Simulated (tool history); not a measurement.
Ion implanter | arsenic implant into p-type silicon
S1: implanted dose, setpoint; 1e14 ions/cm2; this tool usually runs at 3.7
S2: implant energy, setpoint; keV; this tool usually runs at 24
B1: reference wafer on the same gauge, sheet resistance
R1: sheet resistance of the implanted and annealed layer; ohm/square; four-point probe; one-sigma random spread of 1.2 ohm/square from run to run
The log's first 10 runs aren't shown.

run    hour    S1    S2      B1      R1
 11     795  4.11  17.5  268.94  238.88
 12   891.7  4.11  17.5  269.45  238.17
 13   999.2  2.83    24  269.14  307.74
 14  1105.8  2.83    24  268.86  304.24
 15  1166.6   3.7    24  269.02     251
 16  1266.4   3.7    24  268.92  252.35
     1333.2  -- Faraday cup replaced and dose calibrated
 17  1333.7  4.63    31  269.02  200.17
 18  1390.9  4.31    30  269.06  210.88
 19  1427.7  4.74  28.5  268.78  196.91
 20  1500.9   3.7    24  268.82  244.92
 21  1605.7  4.41    24  268.99  214.57
 22  1679.8   3.7  18.5  268.66  253.54
 23  1760.5   4.5    24  268.62  210.75

Run 24 is up next; what results do you expect?
     1771.4  -- extraction supply calibrated
 24  1862.3  3.7  32.5   ?   ?

{"run 24": {"B1": 268.8, "R1": 235.13}}
On a tool with no hidden condition, and with the same random variation, this run would have come out at R1 234.23 ohm/square.
